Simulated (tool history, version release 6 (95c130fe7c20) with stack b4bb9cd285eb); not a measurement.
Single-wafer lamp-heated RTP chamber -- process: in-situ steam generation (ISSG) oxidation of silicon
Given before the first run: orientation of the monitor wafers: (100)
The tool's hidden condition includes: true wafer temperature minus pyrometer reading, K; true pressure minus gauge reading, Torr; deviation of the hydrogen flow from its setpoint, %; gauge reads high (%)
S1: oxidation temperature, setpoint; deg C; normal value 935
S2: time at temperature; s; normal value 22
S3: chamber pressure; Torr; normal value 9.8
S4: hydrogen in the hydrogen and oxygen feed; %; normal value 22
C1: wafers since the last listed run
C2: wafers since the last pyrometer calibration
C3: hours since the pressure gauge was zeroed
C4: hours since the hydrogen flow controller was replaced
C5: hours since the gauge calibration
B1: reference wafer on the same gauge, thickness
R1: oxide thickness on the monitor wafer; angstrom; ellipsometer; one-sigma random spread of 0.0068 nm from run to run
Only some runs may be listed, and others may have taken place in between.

run	day	S1	S2	S3	S4	C1	C2	C3	C4	C5	B1	R1
1	0	935	22	9.8	26	0	2932	1914.1	5604.6	392.9	5.388	47.66
2	2.879	935	22	9.8	26	967	3900	1983.2	5673.7	462	5.39	47.69
3	4.504	935	22	9.8	22	546	4446	2022.2	5712.7	501	5.389	46.14
4	5.962	935	22	9.8	22	490	4936	2057.2	5747.7	536	5.386	46.19
5	8.083	948	22	9.8	22	713	5649	2108.1	5798.6	586.9	5.391	48.32
# day 8.896: pyrometer window cleaned and pyrometer calibrated
6	10.746	935	22	9.8	15	783	621	2172	5862.5	650.8	5.394	42.2
7	13.604	935	22	9.8	22	960	1582	2240.6	5931.1	719.4	5.389	45.85
8	15.488	935	22	9.8	22	633	2215	2285.8	5976.3	764.6	5.387	45.81
9	16.708	935	22	9.8	22	410	2626	2315.1	6005.6	793.9	5.39	45.83
10	18.929	935	22	9.8	22	746	3372	2368.4	6058.9	847.2	5.39	45.83
11	20.225	935	22	9.8	22	435	3808	2399.5	6090	878.3	5.387	46
# day 21.525: hydrogen flow controller replaced
# day 21.808: gauge calibrated
12	22.071	923	28	10.2	31	508	4316	2443.8	13.1	6.3	5.386	52.37
13	23.083	935	22	9.8	22	340	4657	2468.1	37.4	30.6	5.394	46.32
14	24.662	935	22	9.8	25	530	5188	2506	75.3	68.5	5.39	47.61
15	26.621	950	22	8.9	30	658	5846	2553	122.3	115.5	5.388	53.19
16	28.821	935	22	9.8	22	739	6586	2605.8	175.1	168.3	5.388	46.92
17	30.458	935	15	10.2	26	550	7136	2645.1	214.4	207.6	5.389	41.4
# day 30.933: pyrometer window cleaned and pyrometer calibrated
18	32.946	952	16	9.8	26	724	676	2704.8	274.1	267.3	5.391	43.91
# day 33.992: pressure gauge zeroed
19	35.908	935	22	9.8	31	883	1560	46	345.2	338.4	5.389	49.31
20	37.125	935	16	9.8	19	409	1969	75.2	374.4	367.6	5.39	39.12
21	40.05	935	30	8.7	22	983	2952	145.4	444.6	437.8	5.387	52.79
22	42.446	935	22	8.9	22	805	3757	202.9	502.1	495.3	5.39	46.63
23	44.804	919	22	9.8	22	792	4550	259.5	558.7	551.9	5.391	44.16

Predict each of these 3 candidate next runs independently; none follows another, all start after run 23:
A	44.821	935	22	9.8	22	5	4556	259.9	559.1	552.3	?	?
B	44.821	928	14	8.5	28	5	4556	259.9	559.1	552.3	?	?
C	44.821	935	22	9.8	28	5	4556	259.9	559.1	552.3	?	?

run	B1	R1
A	5.391	46.07
B	5.391	41.18
C	5.391	48.52
What these runs would have given with no unlogged condition in the tool:
run	R1
A	45.59
B	40.84
C	48.02
